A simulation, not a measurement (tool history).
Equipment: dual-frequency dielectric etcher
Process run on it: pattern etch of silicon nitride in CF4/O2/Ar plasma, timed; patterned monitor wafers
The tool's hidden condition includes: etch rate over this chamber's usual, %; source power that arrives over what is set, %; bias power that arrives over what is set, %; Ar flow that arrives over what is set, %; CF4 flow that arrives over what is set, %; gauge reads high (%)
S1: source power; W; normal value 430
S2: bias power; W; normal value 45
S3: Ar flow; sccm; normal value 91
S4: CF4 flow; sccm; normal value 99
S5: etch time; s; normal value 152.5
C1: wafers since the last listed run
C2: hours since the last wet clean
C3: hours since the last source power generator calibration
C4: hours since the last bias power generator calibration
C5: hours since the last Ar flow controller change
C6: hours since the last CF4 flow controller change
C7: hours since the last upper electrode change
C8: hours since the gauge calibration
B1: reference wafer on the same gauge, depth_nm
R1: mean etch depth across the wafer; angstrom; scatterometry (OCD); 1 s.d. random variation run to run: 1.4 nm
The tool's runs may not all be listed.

run   hour   S1  S2  S3   S4     S5   C1     C2      C3      C4      C5      C6      C7     C8     B1    R1
  1    0.0  430  45  84   99  152.5    0  422.5  3344.6  2588.2  1853.2  2464.5  1573.2  163.3  220.7  2673
  2   32.4  430  45  91   99  152.5  292  454.9  3377.0  2620.6  1885.6  2496.9  1605.6  195.7  220.6  2627
  3   80.5  430  45  91   99  152.5  434  503.0  3425.1  2668.7  1933.7  2545.0  1653.7  243.8  219.8  2633
  4  127.8  430  45  91   88  152.5  427  550.3  3472.4  2716.0  1981.0  2592.3  1701.0  291.1  219.0  2596
     216.6  -- wet clean of the chamber
  5  217.1  430  45  83   99  152.5  589    0.5  3561.7  2805.3  2070.3  2681.6  1790.3  380.4  218.0  2655
     245.0  -- Ar flow controller replaced
     258.4  -- bias power generator calibrated
  6  258.9  430  49  91   99  152.5  287   42.3  3603.5     0.5    13.9  2723.4  1832.1  422.2  218.8  2710
     269.4  -- gauge calibrated
  7  286.7  430  49  91   99  152.5  251   70.1  3631.3    28.3    41.7  2751.2  1859.9   17.3  223.2  2748
     325.3  -- source power generator calibrated
  8  327.7  430  49  91   99  152.5  334  111.1     2.4    69.3    82.7  2792.2  1900.9   58.3  223.0  2777
  9  358.8  430  45  91   88  152.5  280  142.2    33.5   100.4   113.8  2823.3  1932.0   89.4  223.0  2604
 10  383.7  430  45  91   99  165.0  224  167.1    58.4   125.3   138.7  2848.2  1956.9  114.3  222.1  2908
     446.9  -- CF4 flow controller replaced
     464.4  -- upper electrode replaced
 11  464.9  430  45  91  112  152.5  521  248.3   139.6   206.5   219.9    18.0     0.5  195.5  221.4  2683

What will run 12 give?
 12  504.9  520  35  91  83  152.5  361  288.3  179.6  246.5  259.9  58.0  40.5  235.5   ?   ?

B1: 221.1
R1: 2571 angstrom
Minus the tool's unlogged condition, the same run would have read R1 2592 angstrom.
